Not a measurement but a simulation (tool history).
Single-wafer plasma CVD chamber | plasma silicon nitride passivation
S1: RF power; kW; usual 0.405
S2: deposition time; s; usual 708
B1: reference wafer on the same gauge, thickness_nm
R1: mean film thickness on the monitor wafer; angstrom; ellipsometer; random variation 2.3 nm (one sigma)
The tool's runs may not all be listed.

run    hour     S1   S2       B1        R1
  1     0.0  0.405  600  949.919   9041.07
  2    70.2  0.405  708  950.335  10664.52
  3   122.5  0.405  708  949.842  10689.85
  4   173.8  0.405  708  950.441  10696.07
  5   305.9  0.405  652  949.889   9790.70
  6   357.2  0.405  642  949.670   9673.46
  7   424.7  0.405  642  949.793   9666.39
  8   483.1  0.405  672  950.454  10099.65
  9   520.4  0.405  672  950.188  10143.24
 10   563.6  0.405  672  950.221  10095.33
 11   613.0  0.405  643  949.636   9648.07
 12   644.3  0.455  673  950.042  10596.45
 13   706.4  0.365  671  949.760   9650.80
 14   740.2  0.365  671  949.392   9688.61
 15   776.5  0.365  671  950.117   9685.08
 16   851.2  0.405  778  949.648  11665.32
 17   916.6  0.405  778  949.771  11679.67
 18   940.8  0.405  708  950.347  10577.12
 19   982.8  0.405  708  949.777  10606.46
 20  1028.5  0.385  708  949.616  10378.76
 21  1073.2  0.385  708  950.114  10377.49
 22  1134.8  0.340  622  949.886   8621.69
 23  1168.2  0.445  609  949.351   9461.04
 24  1207.5  0.405  708  949.471  10573.91
 25  1397.1  0.440  598  949.888   9231.28
     1406.7  -- RF generator calibrated
 26  1461.7  0.375  708  949.803  10376.67
 27  1526.8  0.405  708  949.742  10644.96
 28  1592.6  0.405  708  950.070  10700.67
 29  1619.9  0.480  652  950.116  10502.83
 30  1672.7  0.455  667  950.246  10552.77
     1724.3  -- gauge calibrated
 31  1732.6  0.370  773  950.584  11242.48
 32  1779.8  0.405  708  950.365  10664.41
 33  1805.3  0.455  585  950.333   9240.33
     1834.2  -- showerhead replaced
 34  1875.5  0.335  835  950.598  11653.70
 35  1938.0  0.340  572  950.554   7982.81
 36  2006.2  0.460  783  949.854  12421.91
 37  2048.0  0.405  822  949.832  12381.38
 38  2110.6  0.405  708  950.402  10661.10
 39  2150.0  0.405  708  949.672  10668.22
 40  2202.6  0.440  708  949.953  11020.02
 41  2273.5  0.440  816  950.236  12686.18
 42  2334.7  0.405  616  950.377   9302.14
 43  2393.4  0.335  573  949.756   7956.30
 44  2455.8  0.475  751  950.511  12007.34

The same runs without the tool's hidden state, with the same run-to-run variation:
The hidden state here: delivered RF power above the setpoint (%); gauge reads high (%).
run        R1
  1   9059.14
  2  10688.77
  3  10716.49
  4  10725.14
  5   9823.53
  6   9708.48
  7   9704.94
  8  10143.32
  9  10189.35
 10  10143.89
 11   9697.50
 12  10652.90
 13   9706.23
 14   9746.53
 15   9745.48
 16  11744.48
 17  11764.77
 18  10656.20
 19  10689.34
 20  10463.77
 21  10466.39
 22   8700.16
 23   9549.97
 24  10677.08
 25   9338.19
 26  10389.49
 27  10658.37
 28  10714.61
 29  10516.75
 30  10567.32
 31  11258.82
 32  10680.65
 33   9254.79
 34  11673.43
 35   7997.38
 36  12446.60
 37  12407.34
 38  10685.36
 39  10693.77
 40  11048.31
 41  12721.91
 42   9330.51
 43   7982.46
 44  12050.06

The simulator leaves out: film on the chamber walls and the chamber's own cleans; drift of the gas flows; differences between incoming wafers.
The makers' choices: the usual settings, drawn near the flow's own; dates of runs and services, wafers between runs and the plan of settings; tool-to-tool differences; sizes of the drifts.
